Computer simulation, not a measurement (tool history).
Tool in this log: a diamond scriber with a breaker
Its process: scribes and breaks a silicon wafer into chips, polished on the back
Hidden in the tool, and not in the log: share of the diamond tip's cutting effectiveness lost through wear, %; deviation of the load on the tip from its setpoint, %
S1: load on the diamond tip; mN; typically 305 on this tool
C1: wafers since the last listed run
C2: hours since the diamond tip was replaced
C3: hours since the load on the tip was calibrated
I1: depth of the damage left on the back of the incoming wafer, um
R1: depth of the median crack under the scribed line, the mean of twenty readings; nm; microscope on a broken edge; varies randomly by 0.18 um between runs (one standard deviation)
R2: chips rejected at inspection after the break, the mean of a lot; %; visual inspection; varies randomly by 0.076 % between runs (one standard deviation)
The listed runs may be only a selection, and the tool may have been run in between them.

| run | hour | S1 | C1 | C2 | C3 | I1 | R1 | R2 |
|---|---|---|---|---|---|---|---|---|
| 1 | 0 | 305 | 0 | 55.1 | 663.1 | 0.02 | 10840 | 1.82 |
| 2 | 37.6 | 305 | 141 | 92.7 | 700.7 | 0.02 | 11150 | 1.95 |
| 3 | 92.4 | 367 | 206 | 147.5 | 755.5 | 0.03 | 12300 | 5.5 |
| 4 | 167.4 | 367 | 282 | 222.5 | 830.5 | 0.02 | 12290 | 5.38 |
| 5 | 464.4 | 305 | 1118 | 519.5 | 1127.5 | 0.01 | 11290 | 2.16 |
| 6 | 507.5 | 273 | 162 | 562.6 | 1170.6 | 0.04 | 10480 | 1.24 |
| 7 | 582.4 | 273 | 282 | 637.5 | 1245.5 | 0.02 | 10470 | 1.31 |
| 8 | 636 | 273 | 201 | 691.1 | 1299.1 | 0.03 | 10440 | 1.26 |
| 9 | 699.1 | 235 | 237 | 754.2 | 1362.2 | 0.02 | 9680 | 2.09 |
| 10 | 789.6 | 305 | 340 | 844.7 | 1452.7 | 0.03 | 11060 | 1.99 |
|  | 820.6 | load on the tip recalibrated |
| 11 | 884.8 | 305 | 351 | 939.9 | 64.2 | 0.05 | 10450 | 1.2 |
| 12 | 929.4 | 305 | 167 | 984.5 | 108.8 | 0.04 | 10420 | 1.08 |
|  | 999.8 | diamond tip replaced by a new one |
| 13 | 1028 | 325 | 363 | 28.2 | 207.4 | 0.04 | 10870 | 1.89 |
| 14 | 1082.8 | 325 | 206 | 83 | 262.2 | 0.03 | 10920 | 1.83 |
| 15 | 1165.5 | 325 | 311 | 165.7 | 344.9 | 0.04 | 11250 | 2.04 |
| 16 | 1202.3 | 305 | 138 | 202.5 | 381.7 | 0.03 | 10680 | 1.42 |
| 17 | 1269 | 305 | 251 | 269.2 | 448.4 | 0.03 | 10850 | 1.63 |
| 18 | 1366.1 | 305 | 365 | 366.3 | 545.5 | 0.01 | 10840 | 1.69 |

Run 19 is up next; what results do you expect?
| 19 | 1415.8 | 305 | 187 | 416 | 595.2 | 0.05 | ? | ? |

Run 19 gave R1 10760 nm, R2 1.6 %.
The same run, on a tool lacking any hidden state, would have yielded R1 10190 nm, R2 1.16 %.

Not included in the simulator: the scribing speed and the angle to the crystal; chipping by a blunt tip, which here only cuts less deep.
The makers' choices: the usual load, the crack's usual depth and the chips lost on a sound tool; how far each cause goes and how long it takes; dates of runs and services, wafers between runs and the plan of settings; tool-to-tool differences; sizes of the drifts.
